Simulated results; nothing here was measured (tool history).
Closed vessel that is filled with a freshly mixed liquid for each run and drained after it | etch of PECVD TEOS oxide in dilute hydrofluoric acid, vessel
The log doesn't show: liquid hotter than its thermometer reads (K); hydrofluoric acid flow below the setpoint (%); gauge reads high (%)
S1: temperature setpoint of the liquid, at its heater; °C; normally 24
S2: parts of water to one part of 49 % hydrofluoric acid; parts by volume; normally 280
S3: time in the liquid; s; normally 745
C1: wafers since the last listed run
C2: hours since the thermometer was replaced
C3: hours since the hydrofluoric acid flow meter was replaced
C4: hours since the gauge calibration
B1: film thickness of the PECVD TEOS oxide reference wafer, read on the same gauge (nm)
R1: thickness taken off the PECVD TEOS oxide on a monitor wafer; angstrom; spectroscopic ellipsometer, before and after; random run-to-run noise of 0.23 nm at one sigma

run	hour	S1	S2	S3	C1	C2	C3	C4	B1	R1
1	0	24	280	745	0	2107	460.9	851.7	99.98	357.5
2	28.2	24	280	745	1088	2135.2	489.1	879.9	99.99	356.7
3	58.5	24	280	745	1169	2165.5	519.4	910.2	100.01	356.7
4	85.5	24	280	745	1042	2192.5	546.4	937.2	100	360.3
# hour 90.3: gauge calibrated
5	103.8	24	280	745	706	2210.8	564.7	13.5	100	355.9
6	126.7	24	280	465	883	2233.7	587.6	36.4	99.98	221.2
7	145	24	280	465	706	2252	605.9	54.7	99.99	220.7
8	159.5	24	280	465	559	2266.5	620.4	69.2	99.98	222.4
# hour 178.7: hydrofluoric acid flow meter replaced
9	179.2	24	280	745	721	2286.2	0.5	88.9	100	372.8
# hour 198.9: thermometer replaced
10	204.2	24	280	745	926	5.3	25.5	113.9	99.99	347.1
11	233.9	24	280	745	1146	35	55.2	143.6	100	347.4
12	248.5	24	280	745	563	49.6	69.8	158.2	100	345.9
13	275.2	24	355	745	1030	76.3	96.5	184.9	99.99	253.6
14	300.4	29	280	745	972	101.5	121.7	210.1	99.99	403.5
15	320.8	24	280	745	787	121.9	142.1	230.5	99.99	342.7
16	339.4	26	280	745	717	140.5	160.7	249.1	99.98	373.3
17	354.4	29	345	470	578	155.5	175.7	264.1	99.97	195.5
18	373.1	24	280	745	721	174.2	194.4	282.8	100	346.1
19	393.9	24	280	1005	802	195	215.2	303.6	100.01	457.3
20	425.8	22.5	200	360	1231	226.9	247.1	335.5	99.99	242
21	452	24	160	745	1011	253.1	273.3	361.7	100	681.7
22	471.8	24	280	745	764	272.9	293.1	381.5	100	345.8
23	496.3	22.5	280	935	945	297.4	317.6	406	99.99	410.3
24	520.1	24	280	570	918	321.2	341.4	429.8	100.01	261.6
25	546.8	24	320	745	1030	347.9	368.1	456.5	99.97	289.7
26	581.2	27.5	280	390	1327	382.3	402.5	490.9	100	203.6
27	613	22.5	350	325	1227	414.1	434.3	522.7	100.01	104.8
28	685.6	24	160	745	2802	486.7	506.9	595.3	99.99	673.9
29	717.4	24	280	745	1227	518.5	538.7	627.1	100.01	341
30	746.6	21.5	240	450	1127	547.7	567.9	656.3	100	228.1
31	776	24	280	1105	1134	577.1	597.3	685.7	100.02	503
32	812	27	375	1110	1389	613.1	633.3	721.7	100	379.3
# hour 814.1: hydrofluoric acid flow meter replaced
33	824.3	20.5	280	745	436	625.4	10.2	734	100	312
34	854.7	22	395	610	1173	655.8	40.6	764.4	100	172.7

3 options for the next run, each taken on its own from the tool as it stands now. Forecast them:
A	855.6	26.5	280	745	34	656.7	41.5	765.3	?	?
B	855.6	27	280	565	34	656.7	41.5	765.3	?	?
C	855.6	20	205	360	34	656.7	41.5	765.3	?	?

run	B1	R1
A	100.01	386.6
B	100.01	298.2
C	100.01	218.6
The same runs, with their run-to-run variation unchanged, on a tool lacking any hidden condition would have given:
run	R1
A	375
B	289.3
C	210.9
